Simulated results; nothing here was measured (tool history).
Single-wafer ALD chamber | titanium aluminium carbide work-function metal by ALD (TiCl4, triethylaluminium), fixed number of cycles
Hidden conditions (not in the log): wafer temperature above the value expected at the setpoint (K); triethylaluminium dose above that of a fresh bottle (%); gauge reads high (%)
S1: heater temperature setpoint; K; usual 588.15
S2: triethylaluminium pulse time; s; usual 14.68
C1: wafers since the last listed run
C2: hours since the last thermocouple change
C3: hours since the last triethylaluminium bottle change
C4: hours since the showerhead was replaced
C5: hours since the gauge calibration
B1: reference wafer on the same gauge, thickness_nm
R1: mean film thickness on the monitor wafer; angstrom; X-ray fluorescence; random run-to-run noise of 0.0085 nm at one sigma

run	day	S1	S2	C1	C2	C3	C4	C5	B1	R1
1	0.000	588.15	14.68	0	2133.4	1698.5	2389.9	332.6	1.791	22.05
2	1.158	588.15	14.68	182	2161.2	1726.3	2417.7	360.4	1.790	22.01
3	2.100	588.15	14.68	148	2183.8	1748.9	2440.3	383.0	1.787	22.07
# day 2.912: gauge calibrated
4	3.125	588.15	18.78	161	2208.4	1773.5	2464.9	5.1	1.788	22.21
5	4.062	588.15	18.78	148	2230.9	1796.0	2487.4	27.6	1.790	22.11
6	4.638	588.15	14.68	90	2244.7	1809.8	2501.2	41.4	1.786	22.03
7	5.883	588.15	14.68	196	2274.6	1839.7	2531.1	71.3	1.791	22.05
8	6.879	588.15	14.68	157	2298.5	1863.6	2555.0	95.2	1.788	22.10
9	8.367	578.15	16.54	234	2334.2	1899.3	2590.7	130.9	1.790	21.24
10	9.308	584.15	16.41	148	2356.8	1921.9	2613.3	153.5	1.786	21.98
# day 10.125: thermocouple changed; heater temperature recalibrated
11	10.354	584.15	16.41	112	5.5	1947.0	2638.4	178.6	1.791	21.80
12	11.408	596.15	18.66	166	30.8	1972.3	2663.7	203.9	1.791	23.18
13	11.979	596.15	18.66	90	44.5	1986.0	2677.4	217.6	1.790	23.11
14	13.112	588.15	14.68	178	71.7	2013.2	2704.6	244.8	1.791	22.09
# day 13.775: triethylaluminium bottle replaced
15	14.321	588.15	14.68	138	100.7	13.1	2733.6	273.8	1.786	22.15
16	14.879	573.15	19.56	88	114.1	26.5	2747.0	287.2	1.788	20.56
17	16.304	588.15	14.68	225	148.3	60.7	2781.2	321.4	1.790	22.07
18	18.408	584.15	19.31	332	198.8	111.2	2831.7	371.9	1.790	21.89
19	19.679	588.15	14.68	200	229.3	141.7	2862.2	402.4	1.791	22.09
20	20.996	576.15	19.59	207	260.9	173.3	2893.8	434.0	1.794	20.98
21	22.029	588.15	14.68	163	285.7	198.1	2918.6	458.8	1.789	22.09
# day 23.062: gauge calibrated
22	23.325	582.15	10.24	204	316.8	229.2	2949.7	6.3	1.791	20.10
23	24.746	599.15	12.04	224	350.9	263.3	2983.8	40.4	1.790	22.74
# day 25.833: showerhead replaced
24	25.854	602.15	18.77	122	377.5	289.9	0.5	67.0	1.789	23.63
25	26.883	577.15	14.68	162	402.2	314.6	25.2	91.7	1.789	21.04
26	28.067	594.15	10.12	186	430.6	343.0	53.6	120.1	1.788	20.97
27	29.350	595.15	14.68	202	461.4	373.8	84.4	150.9	1.788	22.83
28	30.250	588.15	14.68	142	483.0	395.4	106.0	172.5	1.787	21.95
29	31.288	588.15	14.68	163	507.9	420.3	130.9	197.4	1.789	22.11
30	32.425	603.15	12.27	179	535.2	447.6	158.2	224.7	1.789	23.07
31	33.362	588.15	14.68	148	557.7	470.1	180.7	247.2	1.792	22.17

Give the tool's hidden conditions for every run:
wafer temperature above the value expected at the setpoint (K): 0 on each run
triethylaluminium dose above that of a fresh bottle (%): 0 on each run
gauge reads high (%): 0 on each run
